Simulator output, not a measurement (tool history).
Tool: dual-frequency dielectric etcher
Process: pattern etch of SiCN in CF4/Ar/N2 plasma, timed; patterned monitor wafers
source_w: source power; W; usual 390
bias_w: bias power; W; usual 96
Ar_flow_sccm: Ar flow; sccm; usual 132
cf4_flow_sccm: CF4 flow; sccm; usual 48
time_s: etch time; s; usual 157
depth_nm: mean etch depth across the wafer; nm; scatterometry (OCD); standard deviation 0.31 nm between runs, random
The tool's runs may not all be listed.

run	day	source_w	bias_w	Ar_flow_sccm	cf4_flow_sccm	time_s	wafers since the last listed run	hours since the last wet clean	hours since the last source power generator calibration	hours since the last bias power generator calibration	hours since the last Ar flow controller change	hours since the last CF4 flow controller change	hours since the last upper electrode change	hours since the gauge calibration	read-back reference wafer on the same gauge, depth_nm	depth_nm
1	0	430	96	132	48	174	0	426.3	2755.2	17	21	1767.4	0.8	258.6	115.1	135.6
2	0.317	370	96	132	48	157	54	433.9	2762.8	24.6	28.6	1775	8.4	266.2	114.9	105
# day 1.567: wet clean of the chamber
3	1.588	370	96	132	48	157	46	0.5	2793.3	55.1	59.1	1805.5	38.9	296.7	114.9	105.7
4	1.6	390	96	132	48	157	2	0.8	2793.6	55.4	59.4	1805.8	39.2	297	115	111.4
5	1.958	390	96	132	48	157	61	9.4	2802.2	64	68	1814.4	47.8	305.6	115.2	111.3
# day 2.65: source power generator calibrated
6	2.671	390	96	132	48	157	93	26.5	0.5	81.1	85.1	1831.5	64.9	322.7	115	111.5
7	2.883	390	96	132	48	157	36	31.6	5.6	86.2	90.2	1836.6	70	327.8	115	111.6
# day 3.008: gauge calibrated
# day 3.621: CF4 flow controller replaced
8	3.642	390	96	132	48	157	86	49.8	23.8	104.4	108.4	0.5	88.2	15.2	114.9	110.9
9	4.733	470	96	132	48	157	186	76	50	130.6	134.6	26.7	114.4	41.4	115.1	134.1
10	5.408	390	96	157	48	114.5	115	92.2	66.2	146.8	150.8	42.9	130.6	57.6	114.8	78.7
11	5.667	330	103	120	42	157	44	98.4	72.4	153	157	49.1	136.8	63.8	115.2	95.7
12	5.979	390	96	132	48	157	53	105.9	79.9	160.5	164.5	56.6	144.3	71.3	114.9	110.5
13	6.642	300	96	102	40	157	113	121.8	95.8	176.4	180.4	72.5	160.2	87.2	114.9	85.5
14	7.171	390	111	102	48	126.5	90	134.5	108.5	189.1	193.1	85.2	172.9	99.9	115.2	98.6
15	7.421	320	96	132	48	157	42	140.5	114.5	195.1	199.1	91.2	178.9	105.9	115	90.8
16	7.708	390	96	132	42	157	49	147.4	121.4	202	206	98.1	185.8	112.8	115	109.3
17	8.379	390	96	132	48	157	114	163.5	137.5	218.1	222.1	114.2	201.9	128.9	115	111.4
18	8.9	390	96	153	48	130.5	88	176	150	230.6	234.6	126.7	214.4	141.4	115	89.9
19	9.367	390	85	132	54	157	79	187.2	161.2	241.8	245.8	137.9	225.6	152.6	115	108.2
20	9.7	450	96	132	48	157	56	195.2	169.2	249.8	253.8	145.9	233.6	160.6	115	128.2
21	10.062	390	109	111	48	157	61	203.9	177.9	258.5	262.5	154.6	242.3	169.3	115	119.2
22	10.588	470	96	149	48	190	89	216.5	190.5	271.1	275.1	167.2	254.9	181.9	115	159.4

For each run, what was the tool's unlogged condition?
etch rate over this chamber's usual, %: 0, the same for each run
source power that arrives over what is set, %: 0, the same for each run
bias power that arrives over what is set, %: 0, the same for each run
Ar flow that arrives over what is set, %: 0, the same for each run
CF4 flow that arrives over what is set, %: 0, the same for each run
gauge reads high (%): 0, the same for each run

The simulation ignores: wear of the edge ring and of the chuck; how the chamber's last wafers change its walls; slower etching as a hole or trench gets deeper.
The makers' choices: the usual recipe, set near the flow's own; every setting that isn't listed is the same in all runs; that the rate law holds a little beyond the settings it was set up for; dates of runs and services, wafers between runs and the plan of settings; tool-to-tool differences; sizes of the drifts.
